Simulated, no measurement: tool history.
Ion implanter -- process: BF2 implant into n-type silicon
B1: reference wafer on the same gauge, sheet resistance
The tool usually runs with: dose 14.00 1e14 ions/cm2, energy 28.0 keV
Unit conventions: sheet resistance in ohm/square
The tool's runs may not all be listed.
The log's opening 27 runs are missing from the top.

{"hour": 754.5, "done": "Faraday cup replaced and dose calibrated"}
{"run": 28, "hour": 767.9, "dose": 17.1, "energy": 28.0, "B1": 130.15, "sheet resistance": 114.08}
{"run": 29, "hour": 794.7, "dose": 14.0, "energy": 32.0, "B1": 130.19, "sheet resistance": 116.31}
{"run": 30, "hour": 814.8, "dose": 18.08, "energy": 28.0, "B1": 130.06, "sheet resistance": 113.01}
{"run": 31, "hour": 828.2, "dose": 14.0, "energy": 28.0, "B1": 130.16, "sheet resistance": 121.07}
{"run": 32, "hour": 863.4, "dose": 12.39, "energy": 25.0, "B1": 129.92, "sheet resistance": 131.56}
{"run": 33, "hour": 881.1, "dose": 15.98, "energy": 32.0, "B1": 130.02, "sheet resistance": 110.74}
{"run": 34, "hour": 910.4, "dose": 12.9, "energy": 35.0, "B1": 129.95, "sheet resistance": 116.86}
{"run": 35, "hour": 936.4, "dose": 14.0, "energy": 28.0, "B1": 129.86, "sheet resistance": 121.49}
{"run": 36, "hour": 951.4, "dose": 11.23, "energy": 21.5, "B1": 130.2, "sheet resistance": 143.65}

Here are 5 independent what-if runs from the current tool condition. What would each one return?
{"run": "A", "hour": 951.8, "dose": 14.0, "energy": 28.0, "B1": "?", "sheet resistance": "?"}
{"run": "B", "hour": 951.8, "dose": 17.35, "energy": 24.0, "B1": "?", "sheet resistance": "?"}
{"run": "C", "hour": 951.8, "dose": 11.88, "energy": 20.5, "B1": "?", "sheet resistance": "?"}
{"run": "D", "hour": 951.8, "dose": 15.87, "energy": 18.5, "B1": "?", "sheet resistance": "?"}
{"run": "E", "hour": 951.8, "dose": 14.0, "energy": 31.5, "B1": "?", "sheet resistance": "?"}

run=A B1=130.15 sheet_resistance=121.44
run=B B1=130.15 sheet_resistance=120.74
run=C B1=130.15 sheet_resistance=143.12
run=D B1=130.15 sheet_resistance=134.57
run=E B1=130.15 sheet_resistance=116.77
Without the tool's unlogged condition, the same runs would have read:
run=A sheet_resistance=121.44
run=B sheet_resistance=120.74
run=C sheet_resistance=143.12
run=D sheet_resistance=134.57
run=E sheet_resistance=116.77

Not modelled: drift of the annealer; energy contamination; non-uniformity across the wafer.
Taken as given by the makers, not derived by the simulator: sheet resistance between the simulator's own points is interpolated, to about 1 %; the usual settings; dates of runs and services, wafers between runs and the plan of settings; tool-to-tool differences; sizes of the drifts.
